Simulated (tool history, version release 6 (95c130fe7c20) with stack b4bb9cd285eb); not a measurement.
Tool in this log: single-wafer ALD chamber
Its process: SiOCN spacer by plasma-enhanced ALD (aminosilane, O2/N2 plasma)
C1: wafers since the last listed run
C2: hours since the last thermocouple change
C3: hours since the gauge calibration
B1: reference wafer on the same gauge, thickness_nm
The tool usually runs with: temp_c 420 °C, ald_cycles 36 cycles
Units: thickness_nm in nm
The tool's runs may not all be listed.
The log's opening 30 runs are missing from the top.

run 31 hour=2274.3 | temp_c=430 ald_cycles=38 | C1=327 C2=974.1 C3=716.3 | B1=1.968 | thickness_nm=2.040
run 32 hour=2348.0 | temp_c=420 ald_cycles=36 | C1=445 C2=1047.8 C3=790.0 | B1=1.971 | thickness_nm=2.003
run 33 hour=2414.3 | temp_c=415 ald_cycles=36 | C1=400 C2=1114.1 C3=856.3 | B1=1.970 | thickness_nm=2.017
run 34 hour=2521.5 | temp_c=420 ald_cycles=36 | C1=648 C2=1221.3 C3=963.5 | B1=1.970 | thickness_nm=1.994
run 35 hour=2581.5 | temp_c=409 ald_cycles=34 | C1=362 C2=1281.3 C3=1023.5 | B1=1.969 | thickness_nm=1.943
run 36 hour=2623.0 | temp_c=420 ald_cycles=36 | C1=250 C2=1322.8 C3=1065.0 | B1=1.968 | thickness_nm=1.991
run 37 hour=2723.7 | temp_c=435 ald_cycles=33 | C1=608 C2=1423.5 C3=1165.7 | B1=1.969 | thickness_nm=1.755
run 38 hour=2763.9 | temp_c=412 ald_cycles=41 | C1=243 C2=1463.7 C3=1205.9 | B1=1.971 | thickness_nm=2.331
run 39 hour=2856.6 | temp_c=420 ald_cycles=36 | C1=560 C2=1556.4 C3=1298.6 | B1=1.970 | thickness_nm=2.003
run 40 hour=2932.1 | temp_c=420 ald_cycles=36 | C1=456 C2=1631.9 C3=1374.1 | B1=1.971 | thickness_nm=1.995

Consider 5 possible next runs. They are alternatives, not a sequence: every one starts from the tool as it was left by run 40. What does each give?
run A hour=2932.6 | temp_c=426 ald_cycles=36 | C1=3 C2=1632.4 C3=1374.6 | B1=? | thickness_nm=?
run B hour=2932.6 | temp_c=414 ald_cycles=32 | C1=3 C2=1632.4 C3=1374.6 | B1=? | thickness_nm=?
run C hour=2932.6 | temp_c=429 ald_cycles=36 | C1=3 C2=1632.4 C3=1374.6 | B1=? | thickness_nm=?
run D hour=2932.6 | temp_c=420 ald_cycles=39 | C1=3 C2=1632.4 C3=1374.6 | B1=? | thickness_nm=?
run E hour=2932.6 | temp_c=410 ald_cycles=32 | C1=3 C2=1632.4 C3=1374.6 | B1=? | thickness_nm=?

run=A B1=1.969 thickness_nm=1.965
run=B B1=1.969 thickness_nm=1.806
run=C B1=1.969 thickness_nm=1.949
run=D B1=1.969 thickness_nm=2.165
run=E B1=1.969 thickness_nm=1.825
The same runs, with their run-to-run variation unchanged, on a tool lacking any hidden condition would have given:
run=A thickness_nm=1.931
run=B thickness_nm=1.775
run=C thickness_nm=1.914
run=D thickness_nm=2.127
run=E thickness_nm=1.795
